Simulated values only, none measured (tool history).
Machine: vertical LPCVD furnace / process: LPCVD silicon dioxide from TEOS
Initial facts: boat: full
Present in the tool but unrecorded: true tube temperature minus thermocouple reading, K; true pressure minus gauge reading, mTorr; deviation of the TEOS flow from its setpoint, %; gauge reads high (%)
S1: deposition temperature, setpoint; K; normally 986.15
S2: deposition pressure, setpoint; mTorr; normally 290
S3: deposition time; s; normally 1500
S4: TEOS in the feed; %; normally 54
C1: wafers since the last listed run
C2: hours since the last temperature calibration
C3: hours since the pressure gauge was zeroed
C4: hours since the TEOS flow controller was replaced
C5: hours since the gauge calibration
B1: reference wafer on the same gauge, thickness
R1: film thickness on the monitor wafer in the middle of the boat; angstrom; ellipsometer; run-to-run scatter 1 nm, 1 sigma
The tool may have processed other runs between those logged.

run   hour      S1   S2    S3  S4   C1      C2      C3      C4     C5      B1      R1
  1    0.0  986.15  255  1500  54    0  3218.4  1723.0  1855.6  262.9  213.97  1975.1
  2   20.9  986.15  290  1500  54  427  3239.3  1743.9  1876.5  283.8  214.09  2103.6
  3   46.0  986.15  290  1500  54  513  3264.4  1769.0  1901.6  308.9  214.19  2105.6
  4   65.7  986.15  290  1500  54  403  3284.1  1788.7  1921.3  328.6  213.22  2079.5
  5  100.7  986.15  290  1500  54  716  3319.1  1823.7  1956.3  363.6  212.79  2083.3
  6  116.7  986.15  290  1500  54  327  3335.1  1839.7  1972.3  379.6  212.83  2078.7
  7  131.3  986.15  290  1500  54  298  3349.7  1854.3  1986.9  394.2  212.94  2086.6
  8  166.0  986.15  290  1500  51  710  3384.4  1889.0  2021.6  428.9  213.10  2031.1
  9  185.1  986.15  290  1500  51  390  3403.5  1908.1  2040.7  448.0  212.54  2033.2
 10  206.9  982.15  290  1500  54  446  3425.3  1929.9  2062.5  469.8  212.37  1909.9
     258.9  -- thermocouples replaced and temperature profile calibrated
 11  259.4  986.15  245  1170  62  583     0.5  1982.4  2115.0  522.3  211.98  1592.8
 12  263.7  986.15  290  1500  63   88     4.8  1986.7  2119.3  526.6  211.93  2252.0
 13  293.0  990.15  250  1500  54  599    34.1  2016.0  2148.6  555.9  211.51  2116.2
     324.0  -- pressure gauge zeroed
     340.1  -- TEOS flow controller replaced
 14  340.6  986.15  290  1500  54  153    81.7    16.6     0.5  603.5  211.56  2082.8
 15  352.6  982.15  255  2070  54  245    93.7    28.6    12.5  615.5  211.24  2463.8

Run 16 comes next. What will it give?
 16  370.1  980.15  290  1500  54  358  111.2  46.1  30.0  633.0   ?   ?

B1: 211.07
R1: 1800.3 angstrom
On a tool with no hidden condition, and with the same random variation, this run would have come out at R1 1834.4 angstrom.
